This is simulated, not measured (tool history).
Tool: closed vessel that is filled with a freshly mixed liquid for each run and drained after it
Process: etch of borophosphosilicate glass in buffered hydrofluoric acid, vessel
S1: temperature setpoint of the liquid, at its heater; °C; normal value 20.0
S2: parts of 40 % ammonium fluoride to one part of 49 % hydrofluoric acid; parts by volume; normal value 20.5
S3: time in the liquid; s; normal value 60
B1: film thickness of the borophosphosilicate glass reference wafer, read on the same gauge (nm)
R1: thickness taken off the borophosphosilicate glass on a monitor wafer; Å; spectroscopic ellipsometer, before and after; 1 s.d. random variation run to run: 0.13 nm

Run 1, day 0.000: usual settings but S2 14.5 parts by volume; B1 80.02. Result: R1 493.5 Å.
At day 0.258: gauge calibrated.
Run 2, day 0.308: usual settings; B1 80.00. Result: R1 369.6 Å.
Run 3, day 0.833: usual settings; B1 79.99. Result: R1 371.0 Å.
Run 4, day 1.529: usual settings; B1 79.98. Result: R1 369.4 Å.
Run 5, day 2.017: usual settings; B1 80.01. Result: R1 370.9 Å.
Run 6, day 2.488: usual settings; B1 80.02. Result: R1 369.6 Å.
Run 7, day 3.042: usual settings; B1 80.02. Result: R1 371.1 Å.
Run 8, day 3.321: usual settings; B1 79.99. Result: R1 369.2 Å.
Run 9, day 3.975: usual settings; B1 80.01. Result: R1 367.9 Å.
Run 10, day 4.238: usual settings; B1 79.99. Result: R1 368.3 Å.
At day 4.412: hydrofluoric acid flow meter replaced.
Run 11, day 4.967: usual settings but S1 18.5 °C; B1 80.00. Result: R1 375.0 Å.
Run 12, day 5.621: usual settings; B1 80.00. Result: R1 408.0 Å.

What will run 13 give?
At day 6.171: thermometer replaced.
Run 13, day 6.221: usual settings; B1 ?. Result: R1 ?.

Run 13 produced B1 80.00, R1 407.6 Å.
Take away the tool's hidden state, keep the run-to-run variation as it was, and the same run would have given R1 413.3 Å.
